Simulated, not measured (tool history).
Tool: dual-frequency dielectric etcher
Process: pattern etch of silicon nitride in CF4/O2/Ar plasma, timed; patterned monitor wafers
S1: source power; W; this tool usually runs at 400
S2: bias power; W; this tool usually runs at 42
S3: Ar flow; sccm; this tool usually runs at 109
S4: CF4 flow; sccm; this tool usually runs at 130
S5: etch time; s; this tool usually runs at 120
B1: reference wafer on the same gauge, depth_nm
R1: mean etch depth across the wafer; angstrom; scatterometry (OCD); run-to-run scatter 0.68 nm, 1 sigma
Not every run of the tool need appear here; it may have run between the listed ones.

| run | day | S1 | S2 | S3 | S4 | S5 | B1 | R1 |
|---|---|---|---|---|---|---|---|---|
| 1 | 0.000 | 400 | 42 | 109 | 130 | 120 | 178.7 | 1652 |
| 2 | 2.750 | 400 | 42 | 109 | 130 | 120 | 178.9 | 1660 |
| 3 | 5.667 | 400 | 42 | 109 | 130 | 120 | 179.3 | 1657 |
| 4 | 7.829 | 400 | 42 | 109 | 130 | 120 | 179.2 | 1660 |
|  | 8.912 | source power generator calibrated |
| 5 | 9.167 | 400 | 51 | 109 | 157 | 120 | 179.0 | 1855 |
|  | 11.162 | gauge calibrated |
| 6 | 11.600 | 400 | 42 | 109 | 130 | 120 | 179.2 | 1680 |
|  | 12.738 | wet clean of the chamber |
|  | 13.183 | upper electrode replaced |
| 7 | 13.317 | 350 | 42 | 109 | 143 | 108 | 179.0 | 1422 |
| 8 | 15.562 | 400 | 42 | 109 | 130 | 120 | 178.9 | 1687 |
|  | 15.833 | Ar flow controller replaced |
|  | 16.017 | CF4 flow controller replaced |
| 9 | 17.679 | 400 | 42 | 109 | 130 | 120 | 179.0 | 1688 |
| 10 | 20.000 | 400 | 42 | 109 | 130 | 120 | 179.1 | 1683 |
|  | 20.992 | bias power generator calibrated |
| 11 | 21.221 | 340 | 42 | 101 | 147 | 110 | 178.9 | 1433 |
| 12 | 23.925 | 400 | 42 | 109 | 130 | 120 | 178.8 | 1682 |
| 13 | 27.346 | 330 | 36 | 109 | 130 | 120 | 179.2 | 1427 |
| 14 | 29.550 | 440 | 38 | 109 | 151 | 98 | 178.8 | 1431 |
|  | 30.771 | wet clean of the chamber |
| 15 | 32.021 | 400 | 42 | 109 | 130 | 120 | 178.9 | 1678 |

Expected results for the next run?
| 16 | 34.712 | 430 | 42 | 109 | 104 | 120 | ? | ? |

Run 16 yielded B1 179.0, R1 1716 angstrom.
On a tool with no hidden condition, and with the same random variation, this run would have come out at R1 1724 angstrom.

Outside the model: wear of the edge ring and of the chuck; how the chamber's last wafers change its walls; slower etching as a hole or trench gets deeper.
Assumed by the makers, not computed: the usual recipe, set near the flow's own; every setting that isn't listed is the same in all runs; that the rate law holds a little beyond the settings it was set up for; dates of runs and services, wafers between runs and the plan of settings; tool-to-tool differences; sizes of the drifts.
